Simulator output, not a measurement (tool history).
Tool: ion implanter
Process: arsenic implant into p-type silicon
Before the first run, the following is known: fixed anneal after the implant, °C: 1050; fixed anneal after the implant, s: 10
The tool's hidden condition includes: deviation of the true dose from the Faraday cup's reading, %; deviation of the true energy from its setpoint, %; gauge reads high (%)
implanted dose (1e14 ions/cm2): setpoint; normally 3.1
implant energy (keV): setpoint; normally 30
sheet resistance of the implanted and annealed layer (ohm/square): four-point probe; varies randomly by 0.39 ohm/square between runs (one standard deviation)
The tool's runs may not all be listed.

run	hour	implanted dose (1e14 ions/cm2)	implant energy (keV)	wafers since the last listed run	hours since the last dose calibration	hours since the extraction supply was calibrated	hours since the gauge calibration	read-back reference wafer on the same gauge, sheet resistance	sheet resistance of the implanted and annealed layer (ohm/square)
1	0	2.82	30	0	372.6	4258.5	277.6	288	281.6
2	12.7	2.82	30	147	385.3	4271.2	290.3	287.99	281.47
3	26.8	2.77	35.5	164	399.4	4285.3	304.4	288.07	279.13
4	36.9	2.77	35.5	117	409.5	4295.4	314.5	287.89	279.06
5	43.2	3.1	30	73	415.8	4301.7	320.8	287.91	262.67
6	59.7	3.1	30	192	432.3	4318.2	337.3	288.13	263.24
# hour 68.1: extraction supply calibrated
# hour 69.5: gauge calibrated
7	77.1	3.1	30	109	449.7	9	7.6	287.99	262.63
8	94.2	3.1	30	199	466.8	26.1	24.7	287.96	262.46
9	111.9	3.1	30	206	484.5	43.8	42.4	288.01	262.9
10	127.7	3.1	30	183	500.3	59.6	58.2	287.92	262.75
11	142.8	2.67	30	175	515.4	74.7	73.3	288.06	294.37
12	150.5	3.51	30	89	523.1	82.4	81	287.98	238.79
13	158.6	3.51	30	94	531.2	90.5	89.1	287.87	239.37
14	174.3	3.42	38	182	546.9	106.2	104.8	287.99	236.62
15	189.9	2.33	33.5	181	562.5	121.8	120.4	288.08	321.52
16	196.9	3.42	38	81	569.5	128.8	127.4	288.08	236.36
17	202.9	2.63	30	69	575.5	134.8	133.4	288.18	297.9
18	210.3	3.1	30	86	582.9	142.2	140.8	287.91	263.67
19	226.2	2.81	30	185	598.8	158.1	156.7	288.03	283.14
20	234.1	3.92	22	91	606.7	166	164.6	288.07	230.14
21	241.9	3.1	21	90	614.5	173.8	172.4	288.03	276.68
22	253	2.19	26.5	129	625.6	184.9	183.5	287.81	348.68
23	261.6	3.1	30	100	634.2	193.5	192.1	288.1	263.53
# hour 279.8: Faraday cup replaced and dose calibrated
24	280.3	3.63	33	124	0.5	212.2	210.8	288.03	227.35
25	295.9	3.1	30	181	16.1	227.8	226.4	288.07	259.25
26	312.4	2.34	36.5	192	32.6	244.3	242.9	287.84	313.21
27	322.5	3.1	30	117	42.7	254.4	253	288.06	260.55
28	339.8	3.36	37	201	60	271.7	270.3	287.86	237.44
# hour 349: gauge calibrated
29	357.4	3.77	30	204	77.6	289.3	8.4	287.78	224.34
30	368.3	2.24	37.5	126	88.5	300.2	19.3	287.91	321.53
31	384.5	3.86	34	188	104.7	316.4	35.5	288.13	216.32
32	399.7	3.1	20.5	176	119.9	331.6	50.7	288.09	273.94
33	412.2	3.1	30	145	132.4	344.1	63.2	288.2	260.85
34	421.1	3.38	26	103	141.3	353	72.1	287.99	249.35
35	437.2	3.1	27.5	187	157.4	369.1	88.2	288.06	263.92
36	448	2.2	36	125	168.2	379.9	99	288	329.43

Per-run results on a tool with no hidden state, each run keeping its own random variation:
run	sheet resistance of the implanted and annealed layer (ohm/square)
1	279.31
2	279.12
3	276.74
4	276.62
5	260.32
6	260.81
7	260.12
8	259.88
9	260.22
10	260
11	291.24
12	236.19
13	236.73
14	233.94
15	317.89
16	233.58
17	294.42
18	260.52
19	279.7
20	227.31
21	273.22
22	344.34
23	260.15
24	227.58
25	259.44
26	313.34
27	260.61
28	237.42
29	224.26
30	321.36
31	216.13
32	273.63
33	260.5
34	248.98
35	263.45
36	328.79
